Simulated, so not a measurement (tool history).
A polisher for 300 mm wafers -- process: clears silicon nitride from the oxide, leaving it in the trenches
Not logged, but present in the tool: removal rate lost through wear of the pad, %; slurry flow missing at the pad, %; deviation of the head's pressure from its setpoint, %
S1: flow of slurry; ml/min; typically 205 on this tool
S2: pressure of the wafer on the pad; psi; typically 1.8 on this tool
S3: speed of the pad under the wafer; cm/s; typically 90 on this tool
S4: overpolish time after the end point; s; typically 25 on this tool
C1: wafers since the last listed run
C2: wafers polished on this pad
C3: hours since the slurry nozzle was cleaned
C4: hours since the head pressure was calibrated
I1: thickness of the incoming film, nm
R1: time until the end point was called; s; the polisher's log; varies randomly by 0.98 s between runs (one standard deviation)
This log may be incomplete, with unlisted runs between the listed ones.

| run | hour | S1 | S2 | S3 | S4 | C1 | C2 | C3 | C4 | I1 | R1 |
|---|---|---|---|---|---|---|---|---|---|---|---|
| 1 | 0.0 | 205 | 1.8 | 104 | 25 | 0 | 6014 | 664.4 | 736.2 | 45.0 | 77.2 |
| 2 | 39.9 | 205 | 1.8 | 104 | 25 | 423 | 6437 | 704.3 | 776.1 | 44.7 | 74.7 |
|  | 65.8 | worn pad replaced by a new one |
|  | 74.2 | slurry nozzle cleaned |
| 3 | 147.8 | 205 | 1.8 | 90 | 25 | 1091 | 858 | 73.6 | 884.0 | 45.8 | 90.3 |
| 4 | 230.6 | 205 | 1.8 | 90 | 25 | 878 | 1736 | 156.4 | 966.8 | 45.4 | 89.7 |
| 5 | 274.2 | 205 | 1.8 | 90 | 25 | 462 | 2198 | 200.0 | 1010.4 | 44.7 | 87.0 |
| 6 | 378.6 | 205 | 1.8 | 112 | 25 | 1107 | 3305 | 304.4 | 1114.8 | 44.6 | 68.5 |
| 7 | 452.2 | 205 | 1.8 | 112 | 25 | 780 | 4086 | 378.0 | 1188.4 | 44.9 | 70.9 |
| 8 | 555.2 | 205 | 1.8 | 90 | 25 | 1092 | 5178 | 481.0 | 1291.4 | 45.7 | 90.3 |
| 9 | 611.2 | 205 | 1.8 | 90 | 25 | 593 | 5772 | 537.0 | 1347.4 | 45.0 | 87.7 |
| 10 | 669.6 | 205 | 1.8 | 90 | 25 | 619 | 6391 | 595.4 | 1405.8 | 44.7 | 86.9 |
|  | 737.6 | worn pad replaced by a new one |
| 11 | 743.2 | 205 | 1.8 | 90 | 25 | 738 | 59 | 669.0 | 1479.4 | 44.4 | 88.4 |
|  | 755.2 | slurry nozzle cleaned |
|  | 781.6 | head pressure recalibrated |
| 12 | 785.4 | 255 | 1.8 | 90 | 36 | 415 | 475 | 30.2 | 3.8 | 45.5 | 88.1 |
| 13 | 852.4 | 205 | 1.8 | 90 | 25 | 710 | 1185 | 97.2 | 70.8 | 44.8 | 87.1 |
| 14 | 919.4 | 205 | 1.8 | 90 | 25 | 710 | 1896 | 164.2 | 137.8 | 45.2 | 87.6 |
| 15 | 1031.9 | 205 | 1.8 | 90 | 25 | 1193 | 3089 | 276.7 | 250.3 | 45.3 | 88.9 |
| 16 | 1083.8 | 205 | 1.8 | 90 | 25 | 550 | 3639 | 328.6 | 302.2 | 44.4 | 87.7 |
| 17 | 1171.1 | 230 | 1.8 | 90 | 30 | 925 | 4565 | 415.9 | 389.5 | 45.0 | 87.2 |
| 18 | 1221.2 | 205 | 1.8 | 90 | 25 | 531 | 5096 | 466.0 | 439.6 | 45.6 | 88.9 |
|  | 1305.3 | slurry nozzle cleaned |
|  | 1314.4 | worn pad replaced by a new one |
| 19 | 1326.4 | 205 | 1.6 | 106 | 12 | 1062 | 127 | 21.1 | 544.8 | 44.8 | 82.9 |
| 20 | 1409.5 | 225 | 1.8 | 74 | 25 | 881 | 1008 | 104.2 | 627.9 | 44.9 | 105.7 |
| 21 | 1453.3 | 205 | 1.5 | 116 | 25 | 464 | 1473 | 148.0 | 671.7 | 45.0 | 82.2 |
| 22 | 1553.1 | 265 | 2.0 | 60 | 25 | 1058 | 2531 | 247.8 | 771.5 | 44.6 | 114.8 |
| 23 | 1599.5 | 205 | 2.4 | 90 | 20 | 492 | 3023 | 294.2 | 817.9 | 45.4 | 66.7 |
| 24 | 1696.9 | 160 | 2.1 | 90 | 25 | 1032 | 4056 | 391.6 | 915.3 | 44.9 | 79.5 |
| 25 | 1761.8 | 205 | 2.1 | 90 | 25 | 688 | 4744 | 456.5 | 980.2 | 44.8 | 74.7 |
| 26 | 1828.3 | 255 | 1.5 | 60 | 32 | 705 | 5449 | 523.0 | 1046.7 | 45.6 | 157.8 |
| 27 | 1889.2 | 205 | 1.8 | 90 | 25 | 645 | 6095 | 583.9 | 1107.6 | 45.6 | 88.2 |
| 28 | 1942.0 | 145 | 2.4 | 122 | 34 | 559 | 6655 | 636.7 | 1160.4 | 44.8 | 50.9 |
|  | 1968.1 | slurry nozzle cleaned |
|  | 1984.2 | worn pad replaced by a new one |
| 29 | 2048.1 | 165 | 1.6 | 90 | 33 | 1072 | 677 | 80.0 | 1266.5 | 44.4 | 101.9 |
| 30 | 2142.3 | 180 | 1.8 | 90 | 25 | 998 | 1676 | 174.2 | 1360.7 | 44.9 | 90.4 |
|  | 2183.7 | head pressure recalibrated |
| 31 | 2217.6 | 205 | 2.1 | 90 | 17 | 777 | 2453 | 249.5 | 33.9 | 45.0 | 74.2 |
| 32 | 2321.3 | 205 | 1.8 | 90 | 17 | 1099 | 3553 | 353.2 | 137.6 | 45.0 | 88.4 |
| 33 | 2403.6 | 205 | 1.8 | 90 | 25 | 872 | 4425 | 435.5 | 219.9 | 45.3 | 90.5 |
|  | 2550.0 | slurry nozzle cleaned |
| 34 | 2570.2 | 250 | 1.8 | 90 | 25 | 1756 | 6182 | 20.2 | 386.5 | 44.9 | 86.2 |
|  | 2655.0 | worn pad replaced by a new one |
| 35 | 2661.9 | 205 | 2.0 | 90 | 25 | 930 | 72 | 111.9 | 478.2 | 44.8 | 79.2 |
| 36 | 2714.5 | 205 | 1.8 | 90 | 25 | 557 | 630 | 164.5 | 530.8 | 45.5 | 89.5 |

Branching from run 36: 5 alternative next runs. What would each branch give?
| A | 2714.9 | 150 | 1.8 | 90 | 25 | 4 | 634 | 164.9 | 531.2 | 44.6 | ? |
| B | 2714.9 | 275 | 2.0 | 90 | 25 | 4 | 634 | 164.9 | 531.2 | 44.6 | ? |
| C | 2714.9 | 205 | 1.8 | 106 | 25 | 4 | 634 | 164.9 | 531.2 | 44.6 | ? |
| D | 2714.9 | 170 | 1.5 | 90 | 25 | 4 | 634 | 164.9 | 531.2 | 44.6 | ? |
| E | 2714.9 | 205 | 2.0 | 90 | 16 | 4 | 634 | 164.9 | 531.2 | 44.6 | ? |

| run | R1 |
|---|---|
| A | 91.4 |
| B | 75.2 |
| C | 73.6 |
| D | 107.1 |
| E | 78.0 |
Stripped of hidden state, with their random variation kept, the same runs would have yielded:
| run | R1 |
|---|---|
| A | 91.4 |
| B | 75.2 |
| C | 73.6 |
| D | 107.1 |
| E | 78.0 |
